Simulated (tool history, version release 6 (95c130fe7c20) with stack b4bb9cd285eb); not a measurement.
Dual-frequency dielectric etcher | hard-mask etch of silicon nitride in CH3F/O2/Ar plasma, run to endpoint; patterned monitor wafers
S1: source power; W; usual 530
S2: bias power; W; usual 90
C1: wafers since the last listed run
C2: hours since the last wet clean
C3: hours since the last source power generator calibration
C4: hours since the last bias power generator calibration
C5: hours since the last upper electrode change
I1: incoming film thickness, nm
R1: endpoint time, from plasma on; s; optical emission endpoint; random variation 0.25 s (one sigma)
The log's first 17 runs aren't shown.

run 18 hour=241.4 | S1=630 S2=111 | C1=386 C2=470.8 C3=1550.2 C4=228.5 C5=34.1 | I1=43.27 | R1=49.5
run 19 hour=257.3 | S1=450 S2=100 | C1=225 C2=486.7 C3=1566.1 C4=244.4 C5=50.0 | I1=43.68 | R1=58.1
run 20 hour=267.3 | S1=610 S2=103 | C1=141 C2=496.7 C3=1576.1 C4=254.4 C5=60.0 | I1=43.01 | R1=52.1
run 21 hour=277.1 | S1=530 S2=101 | C1=138 C2=506.5 C3=1585.9 C4=264.2 C5=69.8 | I1=43.37 | R1=54.5
run 22 hour=290.4 | S1=530 S2=107 | C1=188 C2=519.8 C3=1599.2 C4=277.5 C5=83.1 | I1=43.62 | R1=53.4
-- hour=304.5 source power generator calibrated
-- hour=321.2 wet clean of the chamber
run 23 hour=321.7 | S1=530 S2=90 | C1=150 C2=0.5 C3=17.2 C4=308.8 C5=114.4 | I1=43.12 | R1=54.9
run 24 hour=322.0 | S1=470 S2=90 | C1=4 C2=0.8 C3=17.5 C4=309.1 C5=114.7 | I1=43.37 | R1=57.3
run 25 hour=340.3 | S1=450 S2=90 | C1=259 C2=19.1 C3=35.8 C4=327.4 C5=133.0 | I1=43.23 | R1=57.7
run 26 hour=354.8 | S1=530 S2=90 | C1=205 C2=33.6 C3=50.3 C4=341.9 C5=147.5 | I1=43.42 | R1=55.4
run 27 hour=370.4 | S1=480 S2=71 | C1=221 C2=49.2 C3=65.9 C4=357.5 C5=163.1 | I1=43.21 | R1=64.3
run 28 hour=388.1 | S1=660 S2=101 | C1=250 C2=66.9 C3=83.6 C4=375.2 C5=180.8 | I1=43.86 | R1=49.9
run 29 hour=397.0 | S1=530 S2=81 | C1=126 C2=75.8 C3=92.5 C4=384.1 C5=189.7 | I1=43.21 | R1=58.9
run 30 hour=405.1 | S1=440 S2=77 | C1=114 C2=83.9 C3=100.6 C4=392.2 C5=197.8 | I1=43.45 | R1=64.8
run 31 hour=416.7 | S1=410 S2=97 | C1=164 C2=95.5 C3=112.2 C4=403.8 C5=209.4 | I1=43.23 | R1=57.9
run 32 hour=431.3 | S1=480 S2=71 | C1=206 C2=110.1 C3=126.8 C4=418.4 C5=224.0 | I1=43.28 | R1=65.3
run 33 hour=447.1 | S1=530 S2=90 | C1=223 C2=125.9 C3=142.6 C4=434.2 C5=239.8 | I1=42.98 | R1=55.6
run 34 hour=460.4 | S1=620 S2=97 | C1=188 C2=139.2 C3=155.9 C4=447.5 C5=253.1 | I1=43.12 | R1=51.3
run 35 hour=466.5 | S1=530 S2=106 | C1=86 C2=145.3 C3=162.0 C4=453.6 C5=259.2 | I1=43.56 | R1=51.7

4 ways to go on from here, each from the tool as it stands after run 35. What would each give?
run A hour=466.9 | S1=530 S2=90 | C1=5 C2=145.7 C3=162.4 C4=454.0 C5=259.6 | I1=43.17 | R1=?
run B hour=466.9 | S1=410 S2=98 | C1=5 C2=145.7 C3=162.4 C4=454.0 C5=259.6 | I1=43.17 | R1=?
run C hour=466.9 | S1=470 S2=104 | C1=5 C2=145.7 C3=162.4 C4=454.0 C5=259.6 | I1=43.17 | R1=?
run D hour=466.9 | S1=530 S2=97 | C1=5 C2=145.7 C3=162.4 C4=454.0 C5=259.6 | I1=43.17 | R1=?

run=A R1=55.3
run=B R1=56.9
run=C R1=53.1
run=D R1=53.2
Without the tool's hidden state the same runs would have given:
run=A R1=55.1
run=B R1=56.7
run=C R1=52.9
run=D R1=52.9

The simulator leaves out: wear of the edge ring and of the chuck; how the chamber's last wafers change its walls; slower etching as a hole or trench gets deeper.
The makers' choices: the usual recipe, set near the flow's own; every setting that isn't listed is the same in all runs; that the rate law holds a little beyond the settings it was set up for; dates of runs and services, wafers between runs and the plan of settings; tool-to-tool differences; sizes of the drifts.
